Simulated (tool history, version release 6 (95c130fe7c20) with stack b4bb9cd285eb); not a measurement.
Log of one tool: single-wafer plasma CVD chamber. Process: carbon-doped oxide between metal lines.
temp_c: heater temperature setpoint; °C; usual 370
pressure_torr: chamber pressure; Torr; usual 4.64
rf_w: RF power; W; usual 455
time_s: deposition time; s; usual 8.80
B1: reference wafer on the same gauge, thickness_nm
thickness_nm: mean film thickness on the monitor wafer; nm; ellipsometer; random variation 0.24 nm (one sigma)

{"run": 1, "hour": 0.0, "temp_c": 370, "pressure_torr": 4.34, "rf_w": 475, "time_s": 8.8, "B1": 44.831, "thickness_nm": 42.728}
{"run": 2, "hour": 50.9, "temp_c": 370, "pressure_torr": 4.34, "rf_w": 475, "time_s": 8.8, "B1": 44.744, "thickness_nm": 42.254}
{"run": 3, "hour": 155.1, "temp_c": 370, "pressure_torr": 4.64, "rf_w": 455, "time_s": 8.8, "B1": 44.851, "thickness_nm": 41.53}
{"run": 4, "hour": 200.0, "temp_c": 370, "pressure_torr": 4.64, "rf_w": 455, "time_s": 8.8, "B1": 44.876, "thickness_nm": 41.004}
{"hour": 226.2, "done": "showerhead replaced"}
{"run": 5, "hour": 252.9, "temp_c": 370, "pressure_torr": 5.2, "rf_w": 455, "time_s": 8.8, "B1": 44.837, "thickness_nm": 41.878}
{"run": 6, "hour": 322.8, "temp_c": 366, "pressure_torr": 4.31, "rf_w": 455, "time_s": 8.8, "B1": 44.661, "thickness_nm": 41.289}
{"hour": 354.1, "done": "thermocouple changed; heater temperature recalibrated"}
{"run": 7, "hour": 363.3, "temp_c": 370, "pressure_torr": 4.64, "rf_w": 455, "time_s": 8.8, "B1": 44.827, "thickness_nm": 41.445}
{"run": 8, "hour": 429.9, "temp_c": 370, "pressure_torr": 4.64, "rf_w": 455, "time_s": 8.8, "B1": 44.824, "thickness_nm": 41.171}
{"run": 9, "hour": 498.1, "temp_c": 370, "pressure_torr": 4.64, "rf_w": 455, "time_s": 8.8, "B1": 44.773, "thickness_nm": 40.396}
{"run": 10, "hour": 587.2, "temp_c": 384, "pressure_torr": 4.05, "rf_w": 525, "time_s": 9.97, "B1": 44.725, "thickness_nm": 49.347}
{"run": 11, "hour": 648.8, "temp_c": 370, "pressure_torr": 3.92, "rf_w": 455, "time_s": 8.8, "B1": 44.807, "thickness_nm": 40.336}
{"run": 12, "hour": 760.8, "temp_c": 370, "pressure_torr": 4.64, "rf_w": 545, "time_s": 8.8, "B1": 44.801, "thickness_nm": 46.434}
{"run": 13, "hour": 845.9, "temp_c": 377, "pressure_torr": 3.99, "rf_w": 420, "time_s": 8.8, "B1": 44.756, "thickness_nm": 36.911}
{"run": 14, "hour": 938.2, "temp_c": 370, "pressure_torr": 4.64, "rf_w": 500, "time_s": 8.8, "B1": 44.89, "thickness_nm": 43.988}
{"run": 15, "hour": 1041.3, "temp_c": 362, "pressure_torr": 4.17, "rf_w": 480, "time_s": 7.52, "B1": 44.795, "thickness_nm": 36.783}
{"run": 16, "hour": 1109.9, "temp_c": 370, "pressure_torr": 4.64, "rf_w": 455, "time_s": 10.15, "B1": 44.818, "thickness_nm": 47.112}
{"hour": 1152.6, "done": "gauge calibrated"}
{"run": 17, "hour": 1174.5, "temp_c": 364, "pressure_torr": 4.64, "rf_w": 365, "time_s": 8.8, "B1": 44.871, "thickness_nm": 34.431}
{"hour": 1188.6, "done": "RF generator calibrated"}
{"run": 18, "hour": 1274.3, "temp_c": 370, "pressure_torr": 4.64, "rf_w": 455, "time_s": 8.8, "B1": 44.789, "thickness_nm": 43.828}

Run 19 comes next. What will it give?
{"run": 19, "hour": 1335.8, "temp_c": 370, "pressure_torr": 4.99, "rf_w": 455, "time_s": 8.8, "B1": "?", "thickness_nm": "?"}

Run 19 gave B1 44.781, thickness_nm 43.736 nm.
Without the tool's hidden state the same run would have given thickness_nm 44.397 nm.
